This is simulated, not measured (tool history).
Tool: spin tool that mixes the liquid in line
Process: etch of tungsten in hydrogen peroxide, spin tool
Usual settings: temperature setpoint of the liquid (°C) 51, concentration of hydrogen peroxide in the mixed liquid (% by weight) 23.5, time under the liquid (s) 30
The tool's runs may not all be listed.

run,day,temperature setpoint of the liquid (°C),concentration of hydrogen peroxide in the mixed liquid (% by weight),time under the liquid (s),"read-back film thickness of the tungsten reference wafer, read on the same gauge (nm)",thickness taken off the tungsten on a monitor wafer (Å)
1,0,51,23.5,30,29.98,326.9
# day 0.662: thermometer replaced
2,1.329,51,23.5,30,29.99,360.8
3,1.825,51,23.5,30,30.01,364.5
4,2.496,54.5,23.5,30,30.01,440.8
5,2.983,51,23.5,30,30,358
6,3.35,51,23.5,20,30.02,240.3
7,3.929,51,28.5,30,29.97,395
8,4.229,51,23.5,30,29.97,359.7
9,4.938,59.5,20.5,15,30.01,279.9
10,5.196,51,23.5,30,29.96,354.3
# day 5.333: peroxide flow meter replaced
11,5.892,60,23.5,40,30.01,818.4
12,6.238,45.5,17,30,30.03,216
# day 6.688: gauge calibrated
13,6.892,41.5,20.5,30,29.98,181.1
# day 7.108: heated supply line repaired
14,7.254,54.5,23.5,15,30.03,236.4
15,7.875,45.5,26,25,30.03,242.3
16,8.479,58.5,19.5,45,29.98,807.6
17,8.771,51,23.5,30,29.95,388.6
18,9.183,59,23.5,35,29.99,717.3
19,9.771,56.5,18.5,30,29.98,479.7
20,10.029,51,23.5,30,30.03,380.3
21,10.567,51,26,15,29.94,202.4
22,11.208,45,28,30,30.01,286.4
23,11.658,51,23.5,30,30.03,381.3
24,12.088,58.5,19.5,45,30.03,815.4
25,12.621,45.5,26.5,30,30.03,284
26,13.354,51,23.5,30,30.01,374.7

4 ways to go on from here, each from the tool as it stands after run 26. What would each give?
A,13.371,51,23.5,25,?,?
B,13.371,43,29,45,?,?
C,13.371,51,23.5,40,?,?
D,13.371,51,23.5,45,?,?

run,"read-back film thickness of the tungsten reference wafer, read on the same gauge (nm)",thickness taken off the tungsten on a monitor wafer (Å)
A,30,320.7
B,30,388.8
C,30,513.1
D,30,577.3
Without the tool's hidden state the same runs would have given:
run,thickness taken off the tungsten on a monitor wafer (Å)
A,334.3
B,406.1
C,534.8
D,601.7

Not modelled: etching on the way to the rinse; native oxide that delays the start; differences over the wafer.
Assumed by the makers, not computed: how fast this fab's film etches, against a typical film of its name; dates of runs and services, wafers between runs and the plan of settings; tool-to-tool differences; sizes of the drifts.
